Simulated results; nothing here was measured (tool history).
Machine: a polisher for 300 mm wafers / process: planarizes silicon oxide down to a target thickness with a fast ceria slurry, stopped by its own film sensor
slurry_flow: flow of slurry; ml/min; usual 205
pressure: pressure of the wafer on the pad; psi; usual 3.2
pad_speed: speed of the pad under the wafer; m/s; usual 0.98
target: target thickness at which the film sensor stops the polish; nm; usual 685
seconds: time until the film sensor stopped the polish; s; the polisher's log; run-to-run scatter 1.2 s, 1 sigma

| run | hour | slurry_flow | pressure | pad_speed | target | incoming thickness of the incoming film, nm | seconds |
|---|---|---|---|---|---|---|---|
| 1 | 0 | 205 | 3.2 | 0.98 | 685 | 1853 | 68.6 |
|  | 9 | worn pad replaced by a new one |
| 2 | 16.7 | 175 | 2.7 | 0.98 | 685 | 1852.3 | 73.7 |
| 3 | 37.9 | 175 | 2.7 | 0.98 | 685 | 1889.1 | 79.8 |
| 4 | 61.9 | 205 | 3.2 | 0.98 | 685 | 1832.8 | 63.6 |
|  | 126.7 | worn pad replaced by a new one |
| 5 | 132 | 205 | 3.2 | 0.98 | 685 | 1872.1 | 72.8 |
| 6 | 147.1 | 205 | 3.2 | 0.98 | 685 | 1846.3 | 74 |
| 7 | 160.7 | 205 | 3.2 | 0.98 | 905 | 1877.8 | 62 |
|  | 174.2 | head pressure recalibrated |
| 8 | 182.5 | 205 | 3.2 | 0.98 | 905 | 1877.2 | 63.4 |
|  | 201.4 | worn pad replaced by a new one, repeated, since the last time left the tool worse |
| 9 | 201.9 | 205 | 3.2 | 0.98 | 685 | 1849.7 | 65.6 |
| 10 | 226.7 | 205 | 3.2 | 0.98 | 685 | 1864.8 | 65.3 |
| 11 | 255.5 | 205 | 3.2 | 0.98 | 685 | 1837.3 | 65.6 |
| 12 | 274 | 205 | 3.2 | 0.98 | 685 | 1860.8 | 67.6 |
| 13 | 288.9 | 205 | 3.2 | 0.98 | 1090 | 1857.2 | 46.2 |
| 14 | 305.9 | 250 | 2.4 | 0.98 | 685 | 1874.5 | 90.8 |
|  | 309.9 | worn pad replaced by a new one |
| 15 | 329.3 | 205 | 3.2 | 0.98 | 685 | 1871 | 66.6 |
| 16 | 362.2 | 205 | 3.2 | 1.16 | 921 | 1858.3 | 47.5 |
| 17 | 387.8 | 140 | 3.8 | 0.98 | 685 | 1841.1 | 59.3 |
| 18 | 410.5 | 225 | 3.7 | 1.26 | 685 | 1876.5 | 52.1 |
|  | 424.9 | slurry nozzle cleaned |
|  | 437.3 | worn pad replaced by a new one |
| 19 | 437.8 | 150 | 3.2 | 0.98 | 685 | 1851 | 68.1 |
| 20 | 465.2 | 205 | 3.2 | 0.98 | 522 | 1853.5 | 73.4 |
| 21 | 499.5 | 205 | 3.2 | 0.98 | 685 | 1871.4 | 68.4 |
|  | 534.6 | worn pad replaced by a new one |
| 22 | 535.1 | 205 | 3.6 | 0.98 | 685 | 1863.6 | 61.4 |
| 23 | 546.1 | 205 | 3.2 | 0.98 | 685 | 1874.7 | 67.4 |
| 24 | 558.4 | 205 | 3.2 | 0.98 | 685 | 1860.9 | 66.3 |

What would each run have given without the hidden state, its run-to-run variation left as it was?
What the log doesn't record here: removal rate lost through wear of the pad, %; slurry flow missing at the pad, %; deviation of the head's pressure from its setpoint, %.
| run | seconds |
|---|---|
| 1 | 64.2 |
| 2 | 73.6 |
| 3 | 79.4 |
| 4 | 62.5 |
| 5 | 63.7 |
| 6 | 64.6 |
| 7 | 53.9 |
| 8 | 54.4 |
| 9 | 65.5 |
| 10 | 64.9 |
| 11 | 64.4 |
| 12 | 65.4 |
| 13 | 44.1 |
| 14 | 84.9 |
| 15 | 66.4 |
| 16 | 46.7 |
| 17 | 57.2 |
| 18 | 49.1 |
| 19 | 67.8 |
| 20 | 72.8 |
| 21 | 66.6 |
| 22 | 60.8 |
| 23 | 66.7 |
| 24 | 65.4 |
